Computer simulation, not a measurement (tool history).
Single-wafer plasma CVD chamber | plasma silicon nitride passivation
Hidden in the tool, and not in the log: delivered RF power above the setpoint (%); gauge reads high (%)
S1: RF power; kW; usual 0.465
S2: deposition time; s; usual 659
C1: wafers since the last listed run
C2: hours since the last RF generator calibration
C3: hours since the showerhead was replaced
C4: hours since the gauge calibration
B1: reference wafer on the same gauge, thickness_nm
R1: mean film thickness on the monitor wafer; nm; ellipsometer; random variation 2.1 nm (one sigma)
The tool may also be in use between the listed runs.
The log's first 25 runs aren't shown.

run	day	S1	S2	C1	C2	C3	C4	B1	R1
26	46.579	0.375	571	116	77.5	280.5	170.7	1111.136	801.784
27	47.688	0.4	659	81	104.1	307.1	197.3	1110.585	931.74
28	48.9	0.44	782	89	133.2	336.2	226.4	1110.511	1132.298
29	51.45	0.515	784	187	194.4	397.4	287.6	1110.972	1171.755
30	53.871	0.555	579	178	252.5	455.5	345.7	1110.335	883.872
31	56.238	0.44	532	174	309.3	512.3	402.5	1110.725	766.151
32	58.25	0.395	722	148	357.6	560.6	450.8	1110.74	1017.518
33	60.9	0.465	534	195	421.2	624.2	514.4	1111.06	779.837

4 ways to go on from here, each from the tool as it stands after run 33. What would each give?
A	60.925	0.465	659	1	421.8	624.8	515	?	?
B	60.925	0.41	659	1	421.8	624.8	515	?	?
C	60.925	0.54	731	1	421.8	624.8	515	?	?
D	60.925	0.385	659	1	421.8	624.8	515	?	?

run	B1	R1
A	1111.207	961.218
B	1111.207	936.088
C	1111.207	1101.705
D	1111.207	924.126
Without the tool's hidden state the same runs would have given:
run	R1
A	965.153
B	939.921
C	1106.216
D	927.91
